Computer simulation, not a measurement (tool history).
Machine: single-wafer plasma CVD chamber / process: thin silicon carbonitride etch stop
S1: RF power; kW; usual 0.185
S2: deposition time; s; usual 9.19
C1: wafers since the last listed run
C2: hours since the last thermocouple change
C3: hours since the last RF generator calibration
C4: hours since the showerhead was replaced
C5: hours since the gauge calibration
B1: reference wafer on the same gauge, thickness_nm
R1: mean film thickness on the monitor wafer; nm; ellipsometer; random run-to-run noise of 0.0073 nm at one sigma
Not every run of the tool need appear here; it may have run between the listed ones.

run 1 day=0.000 | S1=0.185 S2=9.19 | C1=0 C2=908.5 C3=1578.9 C4=8028.3 C5=3.0 | B1=4.568 | R1=4.716
run 2 day=0.558 | S1=0.185 S2=9.19 | C1=666 C2=921.9 C3=1592.3 C4=8041.7 C5=16.4 | B1=4.573 | R1=4.709
run 3 day=1.283 | S1=0.185 S2=10.61 | C1=865 C2=939.3 C3=1609.7 C4=8059.1 C5=33.8 | B1=4.573 | R1=5.456
run 4 day=1.712 | S1=0.185 S2=10.61 | C1=512 C2=949.6 C3=1620.0 C4=8069.4 C5=44.1 | B1=4.569 | R1=5.441
run 5 day=2.075 | S1=0.185 S2=10.61 | C1=432 C2=958.3 C3=1628.7 C4=8078.1 C5=52.8 | B1=4.566 | R1=5.434
run 6 day=2.708 | S1=0.185 S2=9.19 | C1=756 C2=973.5 C3=1643.9 C4=8093.3 C5=68.0 | B1=4.572 | R1=4.711
run 7 day=3.029 | S1=0.185 S2=9.19 | C1=383 C2=981.2 C3=1651.6 C4=8101.0 C5=75.7 | B1=4.566 | R1=4.703
run 8 day=3.596 | S1=0.185 S2=9.19 | C1=676 C2=994.8 C3=1665.2 C4=8114.6 C5=89.3 | B1=4.570 | R1=4.702
run 9 day=4.250 | S1=0.210 S2=9.19 | C1=781 C2=1010.5 C3=1680.9 C4=8130.3 C5=105.0 | B1=4.569 | R1=5.002
-- day=4.721 thermocouple changed; heater temperature recalibrated
run 10 day=4.808 | S1=0.210 S2=9.19 | C1=268 C2=2.1 C3=1694.3 C4=8143.7 C5=118.4 | B1=4.566 | R1=5.001
-- day=5.233 showerhead replaced
run 11 day=5.367 | S1=0.220 S2=10.58 | C1=268 C2=15.5 C3=1707.7 C4=3.2 C5=131.8 | B1=4.569 | R1=5.875
-- day=6.096 RF generator calibrated
run 12 day=6.688 | S1=0.185 S2=7.44 | C1=1179 C2=47.2 C3=14.2 C4=34.9 C5=163.5 | B1=4.572 | R1=3.950
run 13 day=7.079 | S1=0.185 S2=9.19 | C1=467 C2=56.6 C3=23.6 C4=44.3 C5=172.9 | B1=4.573 | R1=4.878
-- day=7.204 gauge calibrated
run 14 day=7.358 | S1=0.210 S2=9.19 | C1=333 C2=63.3 C3=30.3 C4=51.0 C5=3.7 | B1=4.570 | R1=5.195
run 15 day=7.883 | S1=0.185 S2=9.19 | C1=627 C2=75.9 C3=42.9 C4=63.6 C5=16.3 | B1=4.571 | R1=4.887
run 16 day=10.067 | S1=0.150 S2=10.23 | C1=2607 C2=128.3 C3=95.3 C4=116.0 C5=68.7 | B1=4.572 | R1=4.841
run 17 day=10.488 | S1=0.220 S2=10.58 | C1=502 C2=138.4 C3=105.4 C4=126.1 C5=78.8 | B1=4.568 | R1=6.092
run 18 day=10.912 | S1=0.210 S2=8.50 | C1=507 C2=148.6 C3=115.6 C4=136.3 C5=89.0 | B1=4.567 | R1=4.807
run 19 day=11.429 | S1=0.185 S2=10.06 | C1=617 C2=161.0 C3=128.0 C4=148.7 C5=101.4 | B1=4.568 | R1=5.337
run 20 day=11.746 | S1=0.205 S2=10.27 | C1=378 C2=168.6 C3=135.6 C4=156.3 C5=109.0 | B1=4.567 | R1=5.713

3 ways to go on from here, each from the tool as it stands after run 20. What would each give?
run A day=11.762 | S1=0.185 S2=9.19 | C1=19 C2=169.0 C3=136.0 C4=156.7 C5=109.4 | B1=? | R1=?
run B day=11.762 | S1=0.170 S2=10.93 | C1=19 C2=169.0 C3=136.0 C4=156.7 C5=109.4 | B1=? | R1=?
run C day=11.762 | S1=0.205 S2=9.91 | C1=19 C2=169.0 C3=136.0 C4=156.7 C5=109.4 | B1=? | R1=?

run=A B1=4.570 R1=4.870
run=B B1=4.570 R1=5.540
run=C B1=4.570 R1=5.524
Stripped of hidden state, with their random variation kept, the same runs would have yielded:
run=A R1=4.872
run=B R1=5.542
run=C R1=5.526
